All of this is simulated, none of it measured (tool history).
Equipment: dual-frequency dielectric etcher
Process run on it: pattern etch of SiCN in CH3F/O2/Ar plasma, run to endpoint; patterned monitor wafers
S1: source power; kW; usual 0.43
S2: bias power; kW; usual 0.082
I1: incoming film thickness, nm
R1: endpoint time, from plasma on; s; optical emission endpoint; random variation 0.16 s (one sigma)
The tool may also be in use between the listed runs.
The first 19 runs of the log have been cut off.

run,hour,S1,S2,I1,R1
20,1070.5,0.43,0.091,7.67,19.6
# hour 1144.4: wet clean of the chamber
21,1144.9,0.37,0.075,7.66,22.5
22,1184.2,0.54,0.082,7.6,18.2
23,1229.8,0.33,0.062,7.58,24.6
24,1285.5,0.5,0.063,7.61,20.2
25,1314.6,0.4,0.082,7.66,21.1
# hour 1337.9: bias power generator calibrated
26,1364.2,0.43,0.075,7.57,20.4
27,1410.8,0.43,0.082,7.58,20
# hour 1446.1: upper electrode replaced
# hour 1583.7: wet clean of the chamber
28,1617.9,0.43,0.082,7.54,20.1
29,1683,0.43,0.082,7.66,20.3
30,1751.4,0.43,0.082,7.67,20.4
31,1783.9,0.43,0.082,7.61,20
32,1823.9,0.43,0.063,7.63,21.4
33,1859.5,0.47,0.082,7.58,19.3
34,1890.5,0.43,0.062,7.52,21.7
35,1958.4,0.51,0.089,7.6,18
# hour 2051.9: wet clean of the chamber
36,2052.4,0.43,0.082,7.57,20.1

3 options for the next run, each taken on its own from the tool as it stands now. Forecast them:
A,2052.8,0.34,0.082,7.52,?
B,2052.8,0.46,0.065,7.52,?
C,2052.8,0.51,0.091,7.52,?

run,R1
A,22.3
B,20.6
C,17.9
Without the tool's hidden state the same runs would have given:
run,R1
A,22.3
B,20.6
C,17.9
